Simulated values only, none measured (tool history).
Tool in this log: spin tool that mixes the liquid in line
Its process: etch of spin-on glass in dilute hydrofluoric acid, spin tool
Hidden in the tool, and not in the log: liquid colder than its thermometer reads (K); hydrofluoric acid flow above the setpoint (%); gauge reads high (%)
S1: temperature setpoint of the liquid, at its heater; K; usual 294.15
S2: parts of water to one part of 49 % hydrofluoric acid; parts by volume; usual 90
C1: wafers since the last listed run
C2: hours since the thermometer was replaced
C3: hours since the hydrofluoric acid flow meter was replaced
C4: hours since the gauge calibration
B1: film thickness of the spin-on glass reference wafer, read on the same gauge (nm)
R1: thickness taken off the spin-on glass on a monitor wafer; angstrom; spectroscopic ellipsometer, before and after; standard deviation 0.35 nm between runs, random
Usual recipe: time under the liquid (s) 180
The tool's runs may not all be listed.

{"run": 1, "day": 0.0, "S1": 294.15, "S2": 90, "time under the liquid (s)": 180, "C1": 0, "C2": 1902.9, "C3": 690.1, "C4": 228.8, "B1": 130, "R1": 423.7}
{"run": 2, "day": 0.642, "S1": 294.15, "S2": 90, "time under the liquid (s)": 180, "C1": 106, "C2": 1918.3, "C3": 705.5, "C4": 244.2, "B1": 129.98, "R1": 427.8}
{"run": 3, "day": 1.004, "S1": 294.15, "S2": 90, "time under the liquid (s)": 180, "C1": 59, "C2": 1927, "C3": 714.2, "C4": 252.9, "B1": 130.01, "R1": 427}
{"run": 4, "day": 1.408, "S1": 294.15, "S2": 90, "time under the liquid (s)": 180, "C1": 66, "C2": 1936.7, "C3": 723.9, "C4": 262.6, "B1": 130.01, "R1": 428.8}
{"day": 1.925, "done": "gauge calibrated"}
{"run": 5, "day": 1.971, "S1": 295.15, "S2": 100, "time under the liquid (s)": 180, "C1": 92, "C2": 1950.2, "C3": 737.4, "C4": 1.1, "B1": 130, "R1": 398.5}
{"run": 6, "day": 2.417, "S1": 294.15, "S2": 90, "time under the liquid (s)": 180, "C1": 73, "C2": 1960.9, "C3": 748.1, "C4": 11.8, "B1": 129.99, "R1": 429}
{"run": 7, "day": 3.054, "S1": 294.15, "S2": 90, "time under the liquid (s)": 180, "C1": 105, "C2": 1976.2, "C3": 763.4, "C4": 27.1, "B1": 130.01, "R1": 425.1}
{"run": 8, "day": 3.308, "S1": 294.15, "S2": 90, "time under the liquid (s)": 180, "C1": 42, "C2": 1982.3, "C3": 769.5, "C4": 33.2, "B1": 130, "R1": 427.1}
{"run": 9, "day": 3.767, "S1": 294.15, "S2": 90, "time under the liquid (s)": 180, "C1": 75, "C2": 1993.3, "C3": 780.5, "C4": 44.2, "B1": 130.02, "R1": 422.9}
{"run": 10, "day": 4.467, "S1": 294.15, "S2": 90, "time under the liquid (s)": 180, "C1": 115, "C2": 2010.1, "C3": 797.3, "C4": 61, "B1": 130.01, "R1": 425.6}
{"run": 11, "day": 5.071, "S1": 294.15, "S2": 90, "time under the liquid (s)": 180, "C1": 99, "C2": 2024.6, "C3": 811.8, "C4": 75.5, "B1": 130.02, "R1": 426.3}
{"run": 12, "day": 5.517, "S1": 294.15, "S2": 90, "time under the liquid (s)": 250, "C1": 73, "C2": 2035.3, "C3": 822.5, "C4": 86.2, "B1": 130.02, "R1": 596.9}
{"day": 5.629, "done": "thermometer replaced"}
{"run": 13, "day": 5.971, "S1": 294.15, "S2": 90, "time under the liquid (s)": 180, "C1": 68, "C2": 8.2, "C3": 833.4, "C4": 97.1, "B1": 130, "R1": 433.8}
{"run": 14, "day": 6.342, "S1": 290.15, "S2": 50, "time under the liquid (s)": 220, "C1": 61, "C2": 17.1, "C3": 842.3, "C4": 106, "B1": 130.01, "R1": 832}
{"run": 15, "day": 6.646, "S1": 298.15, "S2": 50, "time under the liquid (s)": 150, "C1": 50, "C2": 24.4, "C3": 849.6, "C4": 113.3, "B1": 130, "R1": 807.2}
{"run": 16, "day": 7.292, "S1": 290.15, "S2": 90, "time under the liquid (s)": 245, "C1": 106, "C2": 39.9, "C3": 865.1, "C4": 128.8, "B1": 130.01, "R1": 487.5}
{"day": 8.092, "done": "hydrofluoric acid flow meter replaced"}
{"run": 17, "day": 8.112, "S1": 297.15, "S2": 90, "time under the liquid (s)": 180, "C1": 128, "C2": 59.6, "C3": 0.5, "C4": 148.5, "B1": 130.01, "R1": 518.5}
{"run": 18, "day": 9.033, "S1": 292.65, "S2": 65, "time under the liquid (s)": 180, "C1": 152, "C2": 81.7, "C3": 22.6, "C4": 170.6, "B1": 129.96, "R1": 609.3}
{"run": 19, "day": 9.4, "S1": 294.15, "S2": 90, "time under the liquid (s)": 180, "C1": 60, "C2": 90.5, "C3": 31.4, "C4": 179.4, "B1": 129.96, "R1": 456}
{"run": 20, "day": 9.717, "S1": 294.15, "S2": 90, "time under the liquid (s)": 180, "C1": 52, "C2": 98.1, "C3": 39, "C4": 187, "B1": 130, "R1": 458.1}
{"run": 21, "day": 10.362, "S1": 294.15, "S2": 50, "time under the liquid (s)": 225, "C1": 106, "C2": 113.6, "C3": 54.5, "C4": 202.5, "B1": 130.03, "R1": 1068.8}
{"run": 22, "day": 10.958, "S1": 297.65, "S2": 90, "time under the liquid (s)": 255, "C1": 98, "C2": 127.9, "C3": 68.8, "C4": 216.8, "B1": 130, "R1": 741}
{"run": 23, "day": 11.304, "S1": 294.15, "S2": 90, "time under the liquid (s)": 180, "C1": 57, "C2": 136.2, "C3": 77.1, "C4": 225.1, "B1": 129.99, "R1": 466.5}
{"run": 24, "day": 11.6, "S1": 294.15, "S2": 90, "time under the liquid (s)": 80, "C1": 48, "C2": 143.3, "C3": 84.2, "C4": 232.2, "B1": 129.99, "R1": 203.3}
{"run": 25, "day": 11.925, "S1": 294.15, "S2": 90, "time under the liquid (s)": 180, "C1": 53, "C2": 151.1, "C3": 92, "C4": 240, "B1": 130, "R1": 466.4}
{"day": 12.683, "done": "hydrofluoric acid flow meter replaced, repeated, since the last time left the tool worse"}
{"run": 26, "day": 12.704, "S1": 294.15, "S2": 90, "time under the liquid (s)": 180, "C1": 121, "C2": 169.8, "C3": 0.5, "C4": 258.7, "B1": 129.99, "R1": 390.2}
{"run": 27, "day": 13.062, "S1": 294.15, "S2": 90, "time under the liquid (s)": 180, "C1": 59, "C2": 178.4, "C3": 9.1, "C4": 267.3, "B1": 130.01, "R1": 395.8}
{"run": 28, "day": 13.421, "S1": 296.15, "S2": 55, "time under the liquid (s)": 235, "C1": 59, "C2": 187, "C3": 17.7, "C4": 275.9, "B1": 130, "R1": 958.1}
{"run": 29, "day": 13.704, "S1": 294.15, "S2": 125, "time under the liquid (s)": 85, "C1": 46, "C2": 193.8, "C3": 24.5, "C4": 282.7, "B1": 130, "R1": 127.4}
{"run": 30, "day": 14.017, "S1": 294.15, "S2": 90, "time under the liquid (s)": 180, "C1": 51, "C2": 201.3, "C3": 32, "C4": 290.2, "B1": 130, "R1": 391.1}
{"run": 31, "day": 14.308, "S1": 290.65, "S2": 105, "time under the liquid (s)": 115, "C1": 48, "C2": 208.3, "C3": 39, "C4": 297.2, "B1": 129.98, "R1": 183.4}
{"run": 32, "day": 14.938, "S1": 294.15, "S2": 50, "time under the liquid (s)": 240, "C1": 103, "C2": 223.4, "C3": 54.1, "C4": 312.3, "B1": 130.01, "R1": 1006.3}
{"day": 14.975, "done": "gauge calibrated"}
{"run": 33, "day": 15.342, "S1": 291.15, "S2": 75, "time under the liquid (s)": 135, "C1": 66, "C2": 233.1, "C3": 63.8, "C4": 8.8, "B1": 129.99, "R1": 324.5}

Consider 5 possible next runs. They are alternatives, not a sequence: every one starts from the tool as it was left by run 33. What does each give?
{"run": "A", "day": 15.362, "S1": 294.15, "S2": 105, "time under the liquid (s)": 180, "C1": 3, "C2": 233.6, "C3": 64.3, "C4": 9.3, "B1": "?", "R1": "?"}
{"run": "B", "day": 15.362, "S1": 292.15, "S2": 90, "time under the liquid (s)": 180, "C1": 3, "C2": 233.6, "C3": 64.3, "C4": 9.3, "B1": "?", "R1": "?"}
{"run": "C", "day": 15.362, "S1": 291.65, "S2": 45, "time under the liquid (s)": 80, "C1": 3, "C2": 233.6, "C3": 64.3, "C4": 9.3, "B1": "?", "R1": "?"}
{"run": "D", "day": 15.362, "S1": 291.15, "S2": 105, "time under the liquid (s)": 260, "C1": 3, "C2": 233.6, "C3": 64.3, "C4": 9.3, "B1": "?", "R1": "?"}
{"run": "E", "day": 15.362, "S1": 294.15, "S2": 70, "time under the liquid (s)": 230, "C1": 3, "C2": 233.6, "C3": 64.3, "C4": 9.3, "B1": "?", "R1": "?"}

run=A B1=129.99 R1=338.2
run=B B1=129.99 R1=369.4
run=C B1=129.99 R1=338.2
run=D B1=129.99 R1=431.7
run=E B1=129.99 R1=674.9
Take away the tool's hidden state, keep each run's random variation, and the runs would have read:
run=A R1=334.5
run=B R1=365.5
run=C R1=334.8
run=D R1=427.1
run=E R1=667.9

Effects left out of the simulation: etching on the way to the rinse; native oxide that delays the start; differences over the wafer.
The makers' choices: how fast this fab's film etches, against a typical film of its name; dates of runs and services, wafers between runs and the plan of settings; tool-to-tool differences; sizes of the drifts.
